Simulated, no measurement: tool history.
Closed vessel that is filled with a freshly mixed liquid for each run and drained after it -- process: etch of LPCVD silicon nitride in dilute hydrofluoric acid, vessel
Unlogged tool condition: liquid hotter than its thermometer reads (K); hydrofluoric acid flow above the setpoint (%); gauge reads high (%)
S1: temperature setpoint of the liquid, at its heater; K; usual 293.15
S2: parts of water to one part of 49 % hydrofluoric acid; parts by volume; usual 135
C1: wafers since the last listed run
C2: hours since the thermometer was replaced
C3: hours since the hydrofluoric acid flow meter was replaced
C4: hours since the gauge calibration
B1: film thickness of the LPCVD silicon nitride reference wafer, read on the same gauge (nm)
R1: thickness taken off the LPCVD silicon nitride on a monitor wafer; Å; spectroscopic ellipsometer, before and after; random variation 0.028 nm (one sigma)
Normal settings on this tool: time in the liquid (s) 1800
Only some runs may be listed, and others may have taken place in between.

run 1 hour=0.0 | S1=293.15 S2=135 time_in_the_liquid_(s)=1800 | C1=0 C2=1199.1 C3=1485.6 C4=218.8 | B1=119.97 | R1=55.7
run 2 hour=28.0 | S1=293.15 S2=135 time_in_the_liquid_(s)=1800 | C1=1247 C2=1227.1 C3=1513.6 C4=246.8 | B1=120.02 | R1=55.8
run 3 hour=90.5 | S1=293.15 S2=135 time_in_the_liquid_(s)=1800 | C1=2785 C2=1289.6 C3=1576.1 C4=309.3 | B1=120.00 | R1=56.2
run 4 hour=124.1 | S1=293.15 S2=135 time_in_the_liquid_(s)=1800 | C1=1497 C2=1323.2 C3=1609.7 C4=342.9 | B1=120.01 | R1=55.7
run 5 hour=181.1 | S1=293.15 S2=135 time_in_the_liquid_(s)=1800 | C1=2540 C2=1380.2 C3=1666.7 C4=399.9 | B1=120.01 | R1=56.2
run 6 hour=238.1 | S1=293.15 S2=135 time_in_the_liquid_(s)=1800 | C1=2540 C2=1437.2 C3=1723.7 C4=456.9 | B1=120.02 | R1=55.6
run 7 hour=299.2 | S1=293.15 S2=135 time_in_the_liquid_(s)=1800 | C1=2723 C2=1498.3 C3=1784.8 C4=518.0 | B1=120.01 | R1=56.1
-- hour=438.7 gauge calibrated
run 8 hour=495.8 | S1=293.15 S2=135 time_in_the_liquid_(s)=1800 | C1=8761 C2=1694.9 C3=1981.4 C4=57.1 | B1=119.99 | R1=56.1
-- hour=557.4 thermometer replaced
run 9 hour=557.9 | S1=295.15 S2=100 time_in_the_liquid_(s)=2540 | C1=2723 C2=0.5 C3=2043.5 C4=119.2 | B1=120.01 | R1=122.3
run 10 hour=605.8 | S1=297.15 S2=135 time_in_the_liquid_(s)=1800 | C1=2134 C2=48.4 C3=2091.4 C4=167.1 | B1=120.01 | R1=73.9
run 11 hour=652.9 | S1=295.15 S2=100 time_in_the_liquid_(s)=2540 | C1=2099 C2=95.5 C3=2138.5 C4=214.2 | B1=120.01 | R1=124.0
-- hour=658.0 hydrofluoric acid flow meter replaced
run 12 hour=704.1 | S1=293.15 S2=170 time_in_the_liquid_(s)=1800 | C1=2237 C2=146.7 C3=46.1 C4=265.4 | B1=120.00 | R1=48.4
run 13 hour=732.1 | S1=290.15 S2=180 time_in_the_liquid_(s)=2340 | C1=1247 C2=174.7 C3=74.1 C4=293.4 | B1=120.00 | R1=48.7
-- hour=829.5 hydrofluoric acid flow meter replaced, repeated, since the last time left the tool worse
run 14 hour=840.6 | S1=290.15 S2=105 time_in_the_liquid_(s)=1800 | C1=4790 C2=283.2 C3=11.1 C4=401.9 | B1=120.01 | R1=54.7
run 15 hour=876.1 | S1=293.15 S2=170 time_in_the_liquid_(s)=1800 | C1=1582 C2=318.7 C3=46.6 C4=437.4 | B1=119.99 | R1=42.3
run 16 hour=926.1 | S1=293.15 S2=135 time_in_the_liquid_(s)=2830 | C1=2228 C2=368.7 C3=96.6 C4=487.4 | B1=120.00 | R1=83.0
run 17 hour=986.1 | S1=293.15 S2=135 time_in_the_liquid_(s)=1800 | C1=2673 C2=428.7 C3=156.6 C4=547.4 | B1=120.00 | R1=53.4

5 options for the next run, each taken on its own from the tool as it stands now. Forecast them:
run A hour=987.2 | S1=293.15 S2=135 time_in_the_liquid_(s)=1800 | C1=49 C2=429.8 C3=157.7 C4=548.5 | B1=? | R1=?
run B hour=987.2 | S1=297.65 S2=75 time_in_the_liquid_(s)=1800 | C1=49 C2=429.8 C3=157.7 C4=548.5 | B1=? | R1=?
run C hour=987.2 | S1=293.15 S2=135 time_in_the_liquid_(s)=2410 | C1=49 C2=429.8 C3=157.7 C4=548.5 | B1=? | R1=?
run D hour=987.2 | S1=293.15 S2=135 time_in_the_liquid_(s)=1525 | C1=49 C2=429.8 C3=157.7 C4=548.5 | B1=? | R1=?
run E hour=987.2 | S1=290.15 S2=135 time_in_the_liquid_(s)=1800 | C1=49 C2=429.8 C3=157.7 C4=548.5 | B1=? | R1=?

run=A B1=120.00 R1=53.0
run=B B1=120.00 R1=127.4
run=C B1=120.00 R1=70.9
run=D B1=120.00 R1=44.9
run=E B1=120.00 R1=43.2
With the hidden condition removed and each run's random variation left untouched, the same runs would have given:
run=A R1=52.4
run=B R1=126.1
run=C R1=70.2
run=D R1=44.4
run=E R1=42.8
